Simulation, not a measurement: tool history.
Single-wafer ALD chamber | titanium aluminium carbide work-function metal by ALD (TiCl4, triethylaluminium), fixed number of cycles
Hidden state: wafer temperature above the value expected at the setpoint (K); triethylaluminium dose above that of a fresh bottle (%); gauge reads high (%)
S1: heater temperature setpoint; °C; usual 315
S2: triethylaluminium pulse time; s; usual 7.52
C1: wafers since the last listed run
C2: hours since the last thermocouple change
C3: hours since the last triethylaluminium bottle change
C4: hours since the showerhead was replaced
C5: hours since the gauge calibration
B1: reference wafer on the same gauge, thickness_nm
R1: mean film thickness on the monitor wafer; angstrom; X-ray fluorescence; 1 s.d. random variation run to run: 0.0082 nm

run     day   S1     S2    C1      C2     C3      C4     C5     B1     R1
  1   0.000  304   7.52     0   587.1  307.7  6813.4  496.9  2.316  19.72
  2   0.604  309   8.91   242   601.6  322.2  6827.9  511.4  2.320  20.75
  3   1.329  308   5.96   290   619.0  339.6  6845.3  528.8  2.323  19.16
  4   2.758  311   7.52   572   653.3  373.9  6879.6  563.1  2.318  20.41
  5   3.942  311   7.52   474   681.7  402.3  6908.0  591.5  2.319  20.27
  6   4.479  311   7.52   215   694.6  415.2  6920.9  604.4  2.321  20.20
  7   5.221  312   6.60   297   712.4  433.0  6938.7  622.2  2.317  19.94
  8   6.200  315   7.52   392   735.9  456.5  6962.2  645.7  2.319  20.47
  9   6.842  315   7.52   257   751.3  471.9  6977.6  661.1  2.320  20.64
 10   8.296  315   7.52   582   786.2  506.8  7012.5  696.0  2.318  20.65
 11   9.254  315   7.52   383   809.2  529.8  7035.5  719.0  2.320  20.71
 12  10.067  315   7.52   325   828.7  549.3  7055.0  738.5  2.320  20.63
 13  10.725  320   7.52   263   844.5  565.1  7070.8  754.3  2.319  20.96
 14  11.858  320   7.52   453   871.7  592.3  7098.0  781.5  2.322  20.77
 15  13.329  320   7.52   589   907.0  627.6  7133.3  816.8  2.321  20.87
 16  14.708  315   7.52   552   940.1  660.7  7166.4  849.9  2.319  20.57
 17  15.762  300   4.53   422   965.4  686.0  7191.7  875.2  2.321  16.49
     16.238  -- gauge calibrated
 18  20.129  322   7.52  1749  1070.2  790.8  7296.5   93.4  2.320  20.98
 19  20.729  301   5.11   240  1084.6  805.2  7310.9  107.8  2.319  17.30
 20  21.392  301   6.43   265  1100.5  821.1  7326.8  123.7  2.323  18.47
     21.829  -- thermocouple changed; heater temperature recalibrated
     22.025  -- showerhead replaced
 21  22.850  322   7.52   372    24.5  856.1    19.8  158.7  2.319  20.84
     24.138  -- triethylaluminium bottle replaced
 22  24.158  304  10.48   390    55.9    0.5    51.2  190.1  2.323  20.51
 23  25.412  321   9.61   502    86.0   30.6    81.3  220.2  2.320  21.63
 24  26.304  308   7.52   357   107.4   52.0   102.7  241.6  2.317  19.54
 25  27.738  303   5.27   574   141.8   86.4   137.1  276.0  2.322  17.08

Predict the results of run 26:
 26  28.433  304  5.06  278  158.5  103.1  153.8  292.7   ?   ?

{"run 26": {"B1": 2.318, "R1": 16.85}}
On a tool with no hidden condition, and with the same random variation, this run would have come out at R1 17.86 angstrom.
